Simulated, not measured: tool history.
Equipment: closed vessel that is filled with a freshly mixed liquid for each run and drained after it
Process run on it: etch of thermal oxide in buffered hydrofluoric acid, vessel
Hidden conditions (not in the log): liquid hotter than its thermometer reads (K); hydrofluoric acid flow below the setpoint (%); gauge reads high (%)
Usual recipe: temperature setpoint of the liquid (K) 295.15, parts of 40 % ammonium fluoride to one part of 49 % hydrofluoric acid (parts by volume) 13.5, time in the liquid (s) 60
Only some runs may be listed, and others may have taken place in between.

| run | day | temperature setpoint of the liquid (K) | parts of 40 % ammonium fluoride to one part of 49 % hydrofluoric acid (parts by volume) | time in the liquid (s) | wafers since the last listed run | hours since the thermometer was replaced | hours since the hydrofluoric acid flow meter was replaced | hours since the gauge calibration | read-back film thickness of the thermal oxide reference wafer, read on the same gauge (nm) | thickness taken off the thermal oxide on a monitor wafer (nm) |
|---|---|---|---|---|---|---|---|---|---|---|
| 1 | 0 | 291.65 | 13.5 | 40 | 0 | 1920.6 | 1157.9 | 1035.8 | 40 | 27.79 |
|  | 0.092 | hydrofluoric acid flow meter replaced |
| 2 | 1.167 | 295.15 | 11 | 60 | 1719 | 1948.6 | 25.8 | 1063.8 | 39.99 | 62.34 |
| 3 | 1.85 | 295.15 | 11 | 60 | 1044 | 1965 | 42.2 | 1080.2 | 39.98 | 61.67 |
| 4 | 3.208 | 295.15 | 11 | 60 | 2076 | 1997.6 | 74.8 | 1112.8 | 40 | 61.62 |
| 5 | 4.642 | 295.15 | 13.5 | 60 | 2191 | 2032 | 109.2 | 1147.2 | 40.02 | 51.01 |
| 6 | 5.388 | 295.15 | 13.5 | 60 | 1140 | 2049.9 | 127.1 | 1165.1 | 40 | 51.11 |
| 7 | 6.4 | 295.15 | 13.5 | 60 | 1547 | 2074.2 | 151.4 | 1189.4 | 39.99 | 50.67 |
|  | 6.875 | gauge calibrated |
| 8 | 7.246 | 295.15 | 13.5 | 60 | 1292 | 2094.5 | 171.7 | 8.9 | 40.02 | 50.53 |
| 9 | 8.708 | 295.15 | 13.5 | 60 | 2235 | 2129.6 | 206.8 | 44 | 39.99 | 50.92 |
| 10 | 9.321 | 297.15 | 13.5 | 85 | 936 | 2144.3 | 221.5 | 58.7 | 39.99 | 80.33 |
|  | 9.875 | thermometer replaced |
| 11 | 10.367 | 295.15 | 13.5 | 60 | 1535 | 11.8 | 246.6 | 83.8 | 39.99 | 46.74 |
| 12 | 11.829 | 291.15 | 13.5 | 90 | 2235 | 46.9 | 281.7 | 118.9 | 40 | 55.93 |
| 13 | 12.429 | 292.15 | 18 | 40 | 917 | 61.3 | 296.1 | 133.3 | 40.02 | 19.92 |
| 14 | 16.35 | 291.65 | 13.5 | 40 | 5993 | 155.4 | 390.2 | 227.4 | 40.01 | 26.15 |
| 15 | 17.483 | 295.15 | 13.5 | 60 | 1732 | 182.6 | 417.4 | 254.6 | 40 | 48.01 |
| 16 | 18.042 | 292.15 | 13.5 | 60 | 853 | 196 | 430.8 | 268 | 40 | 40.38 |
| 17 | 19.029 | 295.15 | 13.5 | 60 | 1509 | 219.7 | 454.5 | 291.7 | 40 | 48.02 |
| 18 | 20.2 | 290.15 | 13.5 | 90 | 1789 | 247.8 | 482.6 | 319.8 | 40.01 | 53.69 |
| 19 | 21.408 | 292.15 | 16.5 | 45 | 1847 | 276.8 | 511.6 | 348.8 | 39.99 | 24.27 |
| 20 | 22.504 | 295.15 | 8.5 | 60 | 1675 | 303.1 | 537.9 | 375.1 | 40.01 | 72.53 |
| 21 | 23.312 | 298.15 | 13.5 | 60 | 1235 | 322.5 | 557.3 | 394.5 | 40.01 | 56.23 |
| 22 | 23.842 | 297.15 | 13.5 | 75 | 808 | 335.2 | 570 | 407.2 | 39.99 | 66.28 |
| 23 | 25.229 | 292.65 | 13.5 | 90 | 2121 | 368.5 | 603.3 | 440.5 | 39.99 | 62.44 |
| 24 | 26.254 | 291.65 | 13.5 | 60 | 1566 | 393.1 | 627.9 | 465.1 | 40.01 | 39.44 |
| 25 | 27.171 | 296.65 | 18 | 80 | 1401 | 415.1 | 649.9 | 487.1 | 39.99 | 51.04 |
| 26 | 27.779 | 295.15 | 13.5 | 60 | 929 | 429.7 | 664.5 | 501.7 | 39.99 | 48.21 |
| 27 | 28.342 | 299.65 | 8.5 | 90 | 859 | 443.2 | 678 | 515.2 | 40 | 139.38 |
| 28 | 29.042 | 295.15 | 13.5 | 60 | 1070 | 460 | 694.8 | 532 | 40 | 48.55 |
| 29 | 29.942 | 295.15 | 13.5 | 60 | 1375 | 481.6 | 716.4 | 553.6 | 40 | 47.56 |
| 30 | 30.871 | 295.15 | 13.5 | 30 | 1420 | 503.9 | 738.7 | 575.9 | 40.01 | 23.74 |
| 31 | 32.117 | 298.15 | 12 | 50 | 1904 | 533.8 | 768.6 | 605.8 | 39.99 | 52.48 |
| 32 | 33.346 | 295.15 | 13.5 | 60 | 1878 | 563.3 | 798.1 | 635.3 | 40.03 | 47.95 |

List, for all runs, the conditions of the tool that the log does not record:
hydrofluoric acid flow below the setpoint (%): 0 on each run
gauge reads high (%): 0 on each run
H1: liquid hotter than its thermometer reads (K)
| run | H1 |
|---|---|
| 1 | 1.3 |
| 2 | 1.31 |
| 3 | 1.32 |
| 4 | 1.34 |
| 5 | 1.36 |
| 6 | 1.37 |
| 7 | 1.39 |
| 8 | 1.4 |
| 9 | 1.42 |
| 10 | 1.43 |
| 11 | 0.0228 |
| 12 | 0.0441 |
| 13 | 0.0529 |
| 14 | 0.11 |
| 15 | 0.126 |
| 16 | 0.135 |
| 17 | 0.149 |
| 18 | 0.166 |
| 19 | 0.184 |
| 20 | 0.2 |
| 21 | 0.211 |
| 22 | 0.219 |
| 23 | 0.239 |
| 24 | 0.254 |
| 25 | 0.267 |
| 26 | 0.276 |
| 27 | 0.284 |
| 28 | 0.295 |
| 29 | 0.308 |
| 30 | 0.321 |
| 31 | 0.339 |
| 32 | 0.357 |
